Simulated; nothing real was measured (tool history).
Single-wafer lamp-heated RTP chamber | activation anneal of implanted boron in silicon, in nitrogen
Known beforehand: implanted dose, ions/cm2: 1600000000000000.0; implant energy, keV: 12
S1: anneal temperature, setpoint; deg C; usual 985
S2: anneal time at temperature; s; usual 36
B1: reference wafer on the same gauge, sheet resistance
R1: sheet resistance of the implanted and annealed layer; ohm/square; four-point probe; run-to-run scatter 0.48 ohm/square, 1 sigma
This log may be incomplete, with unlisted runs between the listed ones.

| run | hour | S1 | S2 | B1 | R1 |
|---|---|---|---|---|---|
| 1 | 0 | 1000 | 48 | 85.92 | 90.95 |
| 2 | 35.1 | 1000 | 48 | 85.92 | 90.11 |
| 3 | 61.9 | 1000 | 48 | 85.93 | 90.25 |
| 4 | 97 | 985 | 36 | 86.03 | 96.9 |
| 5 | 121.9 | 985 | 36 | 85.89 | 96.65 |
| 6 | 169.6 | 985 | 36 | 85.94 | 95.81 |
| 7 | 232.9 | 985 | 36 | 85.96 | 96.2 |
| 8 | 263.1 | 985 | 36 | 85.92 | 95.15 |
| 9 | 320 | 985 | 36 | 85.98 | 95.41 |
| 10 | 352.3 | 985 | 36 | 85.87 | 95.55 |
| 11 | 393.8 | 985 | 36 | 85.96 | 95.04 |
| 12 | 456.3 | 985 | 36 | 85.88 | 95.18 |
| 13 | 512.3 | 985 | 36 | 85.93 | 94.83 |
| 14 | 542.8 | 1009 | 44 | 85.9 | 85.33 |
| 15 | 580.4 | 1011 | 43 | 85.82 | 85.38 |
| 16 | 634 | 1009 | 36 | 86.15 | 86.25 |
| 17 | 680.9 | 996 | 53 | 85.96 | 88.12 |
|  | 699.5 | pyrometer window cleaned and pyrometer calibrated |
|  | 738.3 | gauge calibrated |
| 18 | 750 | 998 | 17 | 85.97 | 98.18 |
| 19 | 809.3 | 993 | 26 | 86.03 | 96.58 |
| 20 | 849.4 | 985 | 36 | 85.99 | 98.01 |
|  | 948.2 | reflector plate cleaned |
| 21 | 950.6 | 985 | 36 | 85.97 | 96.53 |
| 22 | 1021 | 1009 | 36 | 86 | 86.86 |
| 23 | 1079.9 | 956 | 27 | 85.94 | 114.83 |
| 24 | 1105.1 | 985 | 36 | 85.92 | 95.55 |
| 25 | 1167.5 | 1006 | 42 | 86.07 | 87.38 |
| 26 | 1221.6 | 964 | 15 | 86.05 | 113.07 |
| 27 | 1263.9 | 985 | 36 | 85.98 | 94.62 |

Here are 3 independent what-if runs from the current tool condition. What would each one return?
| A | 1264.3 | 985 | 36 | ? | ? |
| B | 1264.3 | 962 | 36 | ? | ? |
| C | 1264.3 | 961 | 54 | ? | ? |

| run | B1 | R1 |
|---|---|---|
| A | 86.02 | 94.67 |
| B | 86.02 | 106.51 |
| C | 86.02 | 104.4 |
Without the tool's hidden state the same runs would have given:
| run | R1 |
|---|---|
| A | 99.83 |
| B | 115.2 |
| C | 112.33 |

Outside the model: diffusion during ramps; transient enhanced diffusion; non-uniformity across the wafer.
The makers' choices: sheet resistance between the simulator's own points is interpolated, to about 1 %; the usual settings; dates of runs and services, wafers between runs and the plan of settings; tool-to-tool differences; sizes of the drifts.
